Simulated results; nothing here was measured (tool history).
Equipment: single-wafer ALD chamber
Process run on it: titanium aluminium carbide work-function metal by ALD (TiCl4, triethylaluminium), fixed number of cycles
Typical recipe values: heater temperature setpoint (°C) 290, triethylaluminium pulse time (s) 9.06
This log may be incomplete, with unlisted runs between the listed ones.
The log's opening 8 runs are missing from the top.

run    hour  heater temperature setpoint (°C)  triethylaluminium pulse time (s)  wafers since the last listed run  hours since the last thermocouple change  hours since the last triethylaluminium bottle change  hours since the showerhead was replaced  hours since the gauge calibration  read-back reference wafer on the same gauge, thickness_nm  mean film thickness on the monitor wafer (Å)
  9   447.1                               290                              9.06                               470                                    1923.6                                                  78.5                                   3133.3                             2581.4                                                       1.78                                         19.77
 10   471.5                               278                              9.06                               380                                      1948                                                 102.9                                   3157.7                             2605.8                                                       1.78                                         18.98
 11   590.8                               290                              9.06                              1860                                    2067.3                                                 222.2                                     3277                             2725.1                                                       1.78                                         19.75
 12   627.4                               290                              9.06                               570                                    2103.9                                                 258.8                                   3313.6                             2761.7                                                      1.777                                         19.81
 13   671.2                               290                              9.06                               683                                    2147.7                                                 302.6                                   3357.4                             2805.5                                                       1.78                                         19.78
 14   719.7                               280                             11.23                               756                                    2196.2                                                 351.1                                   3405.9                               2854                                                       1.78                                         19.37
        743  -- gauge calibrated
 15     788                               303                              11.5                              1065                                    2264.5                                                 419.4                                   3474.2                                 45                                                      1.779                                         21.33
 16   844.2                               299                             10.24                               876                                    2320.7                                                 475.6                                   3530.4                              101.2                                                      1.781                                         20.69
 17   915.6                               290                              6.13                              1113                                    2392.1                                                   547                                   3601.8                              172.6                                                      1.781                                         18.22
 18   959.9                               290                              8.01                               690                                    2436.4                                                 591.3                                   3646.1                              216.9                                                      1.781                                         19.22
 19   993.2                               286                              7.14                               519                                    2469.7                                                 624.6                                   3679.4                              250.2                                                      1.781                                         18.59
 20  1029.2                               290                              9.06                               561                                    2505.7                                                 660.6                                   3715.4                              286.2                                                       1.78                                         19.59
 21  1090.1                               301                             10.51                               949                                    2566.6                                                 721.5                                   3776.3                              347.1                                                       1.78                                         20.87
     1128.2  -- thermocouple changed; heater temperature recalibrated
 22  1129.6                               300                              10.1                               491                                       1.4                                                   761                                   3815.8                              386.6                                                      1.779                                         21.32
 23  1153.9                               290                              9.06                               378                                      25.7                                                 785.3                                   3840.1                              410.9                                                      1.782                                         20.22
 24  1186.6                               290                              9.06                               509                                      58.4                                                   818                                   3872.8                              443.6                                                       1.78                                         20.21
 25  1231.1                               282                              6.26                               693                                     102.9                                                 862.5                                   3917.3                              488.1                                                      1.779                                         18.18
     1249.2  -- showerhead replaced
 26  1348.8                               290                              9.06                              1710                                     220.6                                                 980.2                                     99.6                              605.8                                                      1.782                                         20.19
 27  1413.3                               283                              6.16                              1005                                     285.1                                                1044.7                                    164.1                              670.3                                                       1.78                                         18.25
 28    1453                               290                              5.47                               619                                     324.8                                                1084.4                                    203.8                                710                                                      1.778                                         18.11
 29  1502.2                               290                              9.06                               767                                       374                                                1133.6                                      253                              759.2                                                      1.778                                         20.12

What will run 30 give?
 30  1535.3                               277                              10.9                               516                                     407.1                                                1166.7                                    286.1                              792.3                                                          ?                                             ?

Run 30 measured read-back reference wafer on the same gauge, thickness_nm 1.779, mean film thickness on the monitor wafer (Å) 19.41.
The same run, on a tool lacking any hidden state, would have yielded mean film thickness on the monitor wafer (Å) 19.5.
